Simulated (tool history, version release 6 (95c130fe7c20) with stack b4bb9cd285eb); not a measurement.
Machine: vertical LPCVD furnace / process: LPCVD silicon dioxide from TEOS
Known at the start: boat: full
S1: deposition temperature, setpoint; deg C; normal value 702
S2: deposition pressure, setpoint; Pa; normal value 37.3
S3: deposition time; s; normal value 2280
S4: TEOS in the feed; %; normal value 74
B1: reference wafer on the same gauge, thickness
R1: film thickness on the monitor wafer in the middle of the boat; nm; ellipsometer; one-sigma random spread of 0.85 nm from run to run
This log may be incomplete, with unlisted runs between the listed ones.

run	hour	S1	S2	S3	S4	B1	R1
1	0.0	693	37.3	2280	74	361.00	270.91
2	72.7	693	37.3	2280	74	360.99	270.64
3	162.1	693	37.3	2280	74	361.23	271.09
4	203.3	702	37.3	2280	74	361.17	334.11
5	284.4	702	37.3	2280	74	361.19	332.63
6	378.5	702	37.3	2280	74	360.85	333.50
7	536.4	702	37.3	1860	74	360.94	272.21
# hour 538.0: gauge calibrated
8	641.0	702	37.3	2280	74	361.11	333.74
9	688.5	702	29.3	1740	74	360.85	223.63
# hour 789.8: pressure gauge zeroed
# hour 789.8: TEOS flow controller replaced
10	790.3	696	37.3	2640	74	361.17	340.92
# hour 867.5: thermocouples replaced and temperature profile calibrated
11	871.5	702	37.3	2280	74	361.18	314.26
12	1119.8	706	33.3	1830	79	360.93	273.92
13	1173.2	697	40.0	2280	79	360.88	304.23
14	1267.1	705	45.3	1950	64	360.98	303.06

What will run 15 give?
15	1327.2	702	37.3	2280	74	?	?

{"run 15": {"B1": 360.97, "R1": 322.99}}
Minus the tool's unlogged condition, the same run would have read R1 310.43 nm.
